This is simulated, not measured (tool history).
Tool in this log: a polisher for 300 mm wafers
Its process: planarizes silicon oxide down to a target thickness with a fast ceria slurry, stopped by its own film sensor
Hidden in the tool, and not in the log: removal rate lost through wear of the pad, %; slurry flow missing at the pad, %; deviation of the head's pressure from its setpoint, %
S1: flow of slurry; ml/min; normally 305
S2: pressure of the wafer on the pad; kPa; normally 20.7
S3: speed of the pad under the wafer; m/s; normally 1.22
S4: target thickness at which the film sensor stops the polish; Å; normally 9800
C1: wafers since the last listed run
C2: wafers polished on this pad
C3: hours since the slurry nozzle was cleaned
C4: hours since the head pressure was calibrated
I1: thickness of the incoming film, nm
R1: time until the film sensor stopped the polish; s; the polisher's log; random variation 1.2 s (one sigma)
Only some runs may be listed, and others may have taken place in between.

| run | hour | S1 | S2 | S3 | S4 | C1 | C2 | C3 | C4 | I1 | R1 |
|---|---|---|---|---|---|---|---|---|---|---|---|
| 1 | 0.0 | 305 | 20.7 | 1.22 | 9800 | 0 | 4968 | 295.3 | 954.9 | 2450.7 | 81.0 |
| 2 | 83.1 | 350 | 20.7 | 1.22 | 9800 | 983 | 5952 | 378.4 | 1038.0 | 2442.5 | 82.3 |
| 3 | 125.5 | 305 | 22.1 | 1.22 | 9800 | 501 | 6453 | 420.8 | 1080.4 | 2416.8 | 77.6 |
|  | 160.9 | worn pad replaced by a new one |
| 4 | 192.3 | 305 | 22.1 | 1.22 | 9800 | 743 | 371 | 487.6 | 1147.2 | 2385.2 | 74.3 |
| 5 | 257.8 | 305 | 20.7 | 1.46 | 9800 | 775 | 1147 | 553.1 | 1212.7 | 2391.9 | 70.2 |
|  | 275.8 | slurry nozzle cleaned |
| 6 | 296.1 | 305 | 20.7 | 1.46 | 9800 | 441 | 1588 | 20.3 | 1251.0 | 2403.6 | 64.9 |
| 7 | 401.7 | 305 | 20.7 | 1.22 | 9800 | 1249 | 2838 | 125.9 | 1356.6 | 2434.2 | 79.1 |
| 8 | 498.6 | 305 | 20.7 | 1.22 | 9800 | 1146 | 3985 | 222.8 | 1453.5 | 2425.2 | 80.1 |
| 9 | 539.7 | 305 | 20.7 | 1.22 | 8540 | 486 | 4472 | 263.9 | 1494.6 | 2437.1 | 86.5 |
|  | 587.8 | head pressure recalibrated |
| 10 | 588.3 | 305 | 20.7 | 1.22 | 9800 | 551 | 5023 | 312.5 | 0.5 | 2420.7 | 78.1 |
|  | 611.9 | worn pad replaced by a new one |
| 11 | 624.3 | 305 | 20.7 | 1.22 | 9800 | 378 | 146 | 348.5 | 36.5 | 2420.0 | 81.7 |
| 12 | 725.6 | 305 | 20.7 | 1.22 | 9800 | 1199 | 1345 | 449.8 | 137.8 | 2434.7 | 82.2 |
| 13 | 784.1 | 305 | 20.7 | 1.22 | 9800 | 692 | 2037 | 508.3 | 196.3 | 2422.1 | 81.0 |
|  | 806.8 | slurry nozzle cleaned |
| 14 | 841.3 | 305 | 20.7 | 1.22 | 9800 | 665 | 2703 | 34.5 | 253.5 | 2377.0 | 75.1 |
| 15 | 906.9 | 305 | 20.7 | 1.22 | 9800 | 776 | 3479 | 100.1 | 319.1 | 2413.9 | 76.9 |
| 16 | 1012.9 | 305 | 20.7 | 1.22 | 9800 | 1254 | 4734 | 206.1 | 425.1 | 2399.5 | 77.7 |
| 17 | 1075.6 | 375 | 20.7 | 1.56 | 8060 | 742 | 5476 | 268.8 | 487.8 | 2393.5 | 66.7 |
|  | 1159.4 | worn pad replaced by a new one |
| 18 | 1176.2 | 305 | 20.7 | 1.46 | 9800 | 1143 | 198 | 369.4 | 588.4 | 2443.3 | 69.0 |
| 19 | 1219.7 | 305 | 18.6 | 1.22 | 7640 | 514 | 713 | 412.9 | 631.9 | 2405.4 | 102.9 |
| 20 | 1314.1 | 395 | 22.8 | 1.44 | 9800 | 1117 | 1830 | 507.3 | 726.3 | 2416.6 | 62.4 |
|  | 1410.0 | slurry nozzle cleaned |
| 21 | 1418.2 | 305 | 20.7 | 1.22 | 9800 | 1220 | 3051 | 8.2 | 830.4 | 2407.0 | 74.1 |
| 22 | 1474.7 | 350 | 20.7 | 1.08 | 14630 | 668 | 3720 | 64.7 | 886.9 | 2409.4 | 56.1 |
| 23 | 1585.2 | 305 | 20.7 | 1.22 | 9800 | 1307 | 5027 | 175.2 | 997.4 | 2399.6 | 77.7 |
|  | 1610.4 | worn pad replaced by a new one |
| 24 | 1622.3 | 210 | 20.7 | 1.22 | 11880 | 391 | 141 | 212.3 | 1034.5 | 2409.2 | 71.9 |
| 25 | 1692.7 | 210 | 20.7 | 1.22 | 11880 | 833 | 974 | 282.7 | 1104.9 | 2401.8 | 71.4 |
| 26 | 1739.0 | 305 | 20.7 | 1.22 | 9800 | 548 | 1522 | 329.0 | 1151.2 | 2436.5 | 83.0 |
| 27 | 1844.6 | 305 | 20.7 | 1.22 | 9800 | 1249 | 2772 | 434.6 | 1256.8 | 2415.3 | 79.1 |
| 28 | 1884.4 | 305 | 26.2 | 1.22 | 9800 | 471 | 3243 | 474.4 | 1296.6 | 2374.0 | 62.9 |
|  | 1908.0 | slurry nozzle cleaned |
| 29 | 1926.4 | 270 | 20.7 | 1.22 | 12210 | 485 | 3728 | 18.4 | 1338.6 | 2400.9 | 64.0 |
| 30 | 1992.9 | 305 | 20.7 | 1.22 | 7910 | 787 | 4515 | 84.9 | 1405.1 | 2391.4 | 86.3 |
| 31 | 2035.8 | 305 | 20.7 | 1.42 | 9800 | 507 | 5023 | 127.8 | 1448.0 | 2471.7 | 70.8 |
| 32 | 2076.0 | 230 | 20.7 | 1.22 | 7360 | 475 | 5499 | 168.0 | 1488.2 | 2424.7 | 93.9 |
|  | 2123.4 | worn pad replaced by a new one |
| 33 | 2142.5 | 305 | 20.7 | 1.42 | 9800 | 739 | 226 | 234.5 | 1554.7 | 2418.7 | 68.4 |
|  | 2180.6 | head pressure recalibrated |
| 34 | 2219.4 | 305 | 20.7 | 1.46 | 9800 | 886 | 1113 | 311.4 | 38.8 | 2407.9 | 65.9 |
| 35 | 2318.8 | 305 | 20.7 | 1.22 | 8350 | 1176 | 2289 | 410.8 | 138.2 | 2423.5 | 89.1 |
| 36 | 2402.5 | 270 | 20.7 | 1.04 | 4980 | 990 | 3280 | 494.5 | 221.9 | 2439.4 | 134.8 |

5 options for the next run, each taken on its own from the tool as it stands now. Forecast them:
| A | 2402.9 | 305 | 20.7 | 1.22 | 9800 | 4 | 3285 | 494.9 | 222.3 | 2445.8 | ? |
| B | 2402.9 | 305 | 25.5 | 1.60 | 9800 | 4 | 3285 | 494.9 | 222.3 | 2445.8 | ? |
| C | 2402.9 | 305 | 16.5 | 1.10 | 6280 | 4 | 3285 | 494.9 | 222.3 | 2445.8 | ? |
| D | 2402.9 | 405 | 18.6 | 1.36 | 14040 | 4 | 3285 | 494.9 | 222.3 | 2445.8 | ? |
| E | 2402.9 | 305 | 20.7 | 1.22 | 5910 | 4 | 3285 | 494.9 | 222.3 | 2445.8 | ? |

| run | R1 |
|---|---|
| A | 83.3 |
| B | 53.2 |
| C | 137.4 |
| D | 55.6 |
| E | 105.4 |
Without the tool's hidden state the same runs would have given:
| run | R1 |
|---|---|
| A | 77.9 |
| B | 49.8 |
| C | 128.6 |
| D | 52.9 |
| E | 98.6 |
